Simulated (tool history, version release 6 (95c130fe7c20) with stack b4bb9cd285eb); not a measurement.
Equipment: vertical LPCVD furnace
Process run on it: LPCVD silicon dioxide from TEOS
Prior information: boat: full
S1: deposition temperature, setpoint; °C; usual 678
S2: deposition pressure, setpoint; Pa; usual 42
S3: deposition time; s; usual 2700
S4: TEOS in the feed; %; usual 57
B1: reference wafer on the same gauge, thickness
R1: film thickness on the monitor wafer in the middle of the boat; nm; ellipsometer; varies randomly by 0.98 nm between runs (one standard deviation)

run,hour,S1,S2,S3,S4,B1,R1
1,0,678,42,2700,57,156.87,191.07
# hour 37.3: gauge calibrated
2,41.5,678,42,2700,57,156.97,191.05
3,55.8,678,42,2700,52,157.08,182.12
4,69.6,678,42,2700,52,156.84,182.69
5,122.5,678,42,2700,52,157.38,183.64
# hour 146.8: pressure gauge zeroed
6,147.3,678,42,2700,57,157.25,190.93
7,151.5,678,42,2700,57,157.04,191.51
8,166,678,42,2700,57,156.9,189.59
9,179.2,678,42,2700,57,157.08,191.18
10,190.7,678,42,3150,57,156.99,223.39
# hour 229: TEOS flow controller replaced
# hour 229.8: gauge calibrated
# hour 252.6: thermocouples replaced and temperature profile calibrated
11,253.1,678,42,2700,67,156.97,207.16
12,257.3,688,42,2700,57,157.06,243.44
13,261.5,678,42,2700,57,156.66,191.67
14,265.7,672,42,3750,68,157.1,252.66
15,269.9,678,42,2700,57,156.83,191.08
16,274.5,678,42,2700,57,156.76,191.05
17,282.7,678,42,2700,57,157.25,190.86
18,297.3,678,52,2700,57,157.13,211.61
19,306.8,686,33.3,2700,65,157.12,220.75
20,339.6,689,42,3360,48,157.23,282.9

Below are 4 alternative next runs, each starting from the tool's condition after run 20. Predict each:
A,343.9,678,42,2700,57,?,?
B,343.9,674,48.7,2340,52,?,?
C,343.9,678,52.7,2700,62,?,?
D,343.9,678,42,3660,68,?,?

run,B1,R1
A,157.17,191.32
B,157.17,154.59
C,157.17,223.44
D,157.17,283.27
Take away the tool's hidden state, keep each run's random variation, and the runs would have read:
run,R1
A,191.32
B,154.59
C,223.44
D,283.27
